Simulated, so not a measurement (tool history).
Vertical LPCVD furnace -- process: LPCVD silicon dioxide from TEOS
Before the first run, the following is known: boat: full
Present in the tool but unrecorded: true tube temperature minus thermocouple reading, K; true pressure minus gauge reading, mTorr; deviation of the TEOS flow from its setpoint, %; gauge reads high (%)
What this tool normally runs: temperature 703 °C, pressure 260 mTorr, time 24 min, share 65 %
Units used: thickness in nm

| run | day | temperature | pressure | time | share | wafers since the last listed run | hours since the last temperature calibration | hours since the pressure gauge was zeroed | hours since the TEOS flow controller was replaced | hours since the gauge calibration | read-back reference wafer on the same gauge, thickness | thickness |
|---|---|---|---|---|---|---|---|---|---|---|---|---|
| 1 | 0 | 703 | 220 | 24 | 65 | 0 | 3504.9 | 4055.4 | 2885.5 | 324.1 | 212.04 | 185.69 |
| 2 | 1.217 | 703 | 260 | 24 | 65 | 223 | 3534.1 | 4084.6 | 2914.7 | 353.3 | 211.99 | 202.77 |
| 3 | 2.683 | 703 | 260 | 24 | 65 | 268 | 3569.3 | 4119.8 | 2949.9 | 388.5 | 212.07 | 201.96 |
| 4 | 3.333 | 703 | 260 | 20.5 | 65 | 119 | 3584.9 | 4135.4 | 2965.5 | 404.1 | 211.94 | 172.64 |
| 5 | 4.117 | 703 | 260 | 20.5 | 65 | 143 | 3603.7 | 4154.2 | 2984.3 | 422.9 | 211.92 | 172.93 |
| 6 | 5.325 | 703 | 260 | 24 | 65 | 221 | 3632.7 | 4183.2 | 3013.3 | 451.9 | 212.03 | 202.25 |
| 7 | 6.371 | 703 | 260 | 24 | 65 | 191 | 3657.8 | 4208.3 | 3038.4 | 477 | 212 | 201.71 |
| 8 | 7.596 | 703 | 260 | 24 | 65 | 224 | 3687.2 | 4237.7 | 3067.8 | 506.4 | 211.91 | 202.49 |
| 9 | 8.971 | 703 | 260 | 24 | 65 | 252 | 3720.2 | 4270.7 | 3100.8 | 539.4 | 212.06 | 201.98 |
| 10 | 9.954 | 703 | 260 | 24 | 65 | 180 | 3743.8 | 4294.3 | 3124.4 | 563 | 211.97 | 202.14 |
| 11 | 11.104 | 703 | 260 | 24 | 65 | 210 | 3771.4 | 4321.9 | 3152 | 590.6 | 212.03 | 202.34 |
| 12 | 11.958 | 703 | 260 | 24 | 65 | 156 | 3791.9 | 4342.4 | 3172.5 | 611.1 | 212.06 | 202.2 |
| 13 | 13.325 | 703 | 260 | 24 | 65 | 250 | 3824.7 | 4375.2 | 3205.3 | 643.9 | 211.99 | 202.73 |
| 14 | 14.483 | 703 | 260 | 24 | 74 | 212 | 3852.5 | 4403 | 3233.1 | 671.7 | 212.04 | 215.79 |
|  | 15.742 | TEOS flow controller replaced |
| 15 | 15.921 | 694 | 260 | 24 | 65 | 80 | 3887 | 4437.5 | 4.3 | 706.2 | 211.87 | 164.65 |
|  | 16.138 | gauge calibrated |
| 16 | 16.854 | 703 | 260 | 31 | 77 | 171 | 3909.4 | 4459.9 | 26.7 | 17.2 | 211.9 | 284.45 |
| 17 | 18.15 | 703 | 260 | 24 | 65 | 237 | 3940.5 | 4491 | 57.8 | 48.3 | 212.04 | 202.81 |
| 18 | 18.708 | 693 | 260 | 24 | 65 | 102 | 3953.9 | 4504.4 | 71.2 | 61.7 | 212.01 | 160.52 |
| 19 | 19.533 | 703 | 215 | 24 | 58 | 151 | 3973.7 | 4524.2 | 91 | 81.5 | 211.97 | 173.34 |
| 20 | 20.954 | 703 | 260 | 24 | 65 | 260 | 4007.8 | 4558.3 | 125.1 | 115.6 | 212.03 | 203.07 |
|  | 22.775 | pressure gauge zeroed |
| 21 | 22.796 | 693 | 210 | 28.5 | 71 | 154 | 4052 | 0.5 | 169.3 | 159.8 | 212.01 | 178.68 |
| 22 | 23 | 703 | 300 | 24 | 54 | 37 | 4056.9 | 5.4 | 174.2 | 164.7 | 212.02 | 198.67 |
|  | 24.112 | thermocouples replaced and temperature profile calibrated |
| 23 | 24.133 | 703 | 200 | 24 | 65 | 24 | 0.5 | 32.6 | 201.4 | 191.9 | 212.03 | 169.69 |
| 24 | 25.3 | 703 | 325 | 24 | 65 | 213 | 28.5 | 60.6 | 229.4 | 219.9 | 212.03 | 217.5 |
| 25 | 26.633 | 703 | 260 | 24 | 65 | 244 | 60.5 | 92.6 | 261.4 | 251.9 | 212.03 | 194.02 |
| 26 | 27.896 | 703 | 260 | 24 | 65 | 231 | 90.8 | 122.9 | 291.7 | 282.2 | 211.96 | 194.12 |
| 27 | 29.062 | 703 | 305 | 24 | 65 | 213 | 118.8 | 150.9 | 319.7 | 310.2 | 212.13 | 210.85 |
| 28 | 30.112 | 703 | 260 | 24 | 65 | 192 | 144 | 176.1 | 344.9 | 335.4 | 212.12 | 194.1 |
| 29 | 30.988 | 703 | 260 | 24 | 65 | 160 | 165 | 197.1 | 365.9 | 356.4 | 211.88 | 194.55 |
| 30 | 32.271 | 703 | 260 | 24 | 65 | 235 | 195.8 | 227.9 | 396.7 | 387.2 | 212.13 | 195.05 |
| 31 | 33.604 | 712 | 260 | 24 | 65 | 244 | 227.8 | 259.9 | 428.7 | 419.2 | 211.89 | 240.02 |

Selected run-to-run steps in thickness, each split into two signed amounts: the part the tool would show with no hidden state at all (from settings, incoming material and random variation), and the remainder, which goes to the hidden state together with any gauge scatter not common to the measured and the hidden-state-free results:
Run 14 -> 15: temperature 703 -> 694, share 74 -> 65, TEOS flow controller replaced. thickness -51.14 nm: hidden state -2.15, all else -48.99.
Run 15 -> 16: temperature 694 -> 703, time 24 -> 31, share 65 -> 77, gauge calibrated. thickness +119.8 nm: hidden state +5.29, all else +114.51.
Run 16 -> 17: time 31 -> 24, share 77 -> 65. thickness -81.64 nm: hidden state -3.68, all else -77.96.
Run 22 -> 23: pressure 300 -> 200, share 54 -> 65, thermocouples replaced and temperature profile calibrated. thickness -28.98 nm: hidden state -8.53, all else -20.45.

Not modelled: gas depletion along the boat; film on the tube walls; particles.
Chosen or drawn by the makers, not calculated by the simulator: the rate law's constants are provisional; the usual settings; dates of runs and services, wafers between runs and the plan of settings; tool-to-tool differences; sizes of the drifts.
